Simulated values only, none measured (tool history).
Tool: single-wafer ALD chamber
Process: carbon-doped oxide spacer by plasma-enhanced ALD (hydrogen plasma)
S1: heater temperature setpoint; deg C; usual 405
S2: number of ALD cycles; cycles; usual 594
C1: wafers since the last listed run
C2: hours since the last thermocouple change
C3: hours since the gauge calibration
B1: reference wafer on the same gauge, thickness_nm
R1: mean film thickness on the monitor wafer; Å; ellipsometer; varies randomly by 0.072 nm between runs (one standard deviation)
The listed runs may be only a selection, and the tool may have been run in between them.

run 1 hour=0 | S1=405 S2=594 | C1=0 C2=2162.3 C3=1022.4 | B1=23.674 | R1=291.57
run 2 hour=42.6 | S1=405 S2=594 | C1=37 C2=2204.9 C3=1065 | B1=23.702 | R1=292.43
run 3 hour=134.7 | S1=405 S2=594 | C1=80 C2=2297 C3=1157.1 | B1=23.722 | R1=291.11
run 4 hour=228.2 | S1=405 S2=594 | C1=81 C2=2390.5 C3=1250.6 | B1=23.675 | R1=292.91
run 5 hour=273.5 | S1=401 S2=518 | C1=39 C2=2435.8 C3=1295.9 | B1=23.711 | R1=254.52
run 6 hour=326.8 | S1=401 S2=518 | C1=46 C2=2489.1 C3=1349.2 | B1=23.681 | R1=254.28
run 7 hour=412.2 | S1=405 S2=594 | C1=74 C2=2574.5 C3=1434.6 | B1=23.708 | R1=292.9
run 8 hour=483.4 | S1=395 S2=681 | C1=62 C2=2645.7 C3=1505.8 | B1=23.706 | R1=335.75
run 9 hour=570.9 | S1=395 S2=681 | C1=76 C2=2733.2 C3=1593.3 | B1=23.714 | R1=334.98
run 10 hour=665.9 | S1=395 S2=681 | C1=83 C2=2828.2 C3=1688.3 | B1=23.69 | R1=335.94
-- hour=710.9 thermocouple changed; heater temperature recalibrated
run 11 hour=731.9 | S1=398 S2=594 | C1=50 C2=21 C3=1754.3 | B1=23.697 | R1=291.72
run 12 hour=796.3 | S1=398 S2=594 | C1=56 C2=85.4 C3=1818.7 | B1=23.699 | R1=290.84

Run 13 has not been measured yet. What should we expect?
-- hour=851 gauge calibrated
run 13 hour=869.4 | S1=409 S2=702 | C1=64 C2=158.5 C3=18.4 | B1=? | R1=?

B1: 23.679
R1: 335.77 Å
Minus the tool's unlogged condition, the same run would have read R1 335.88 Å.
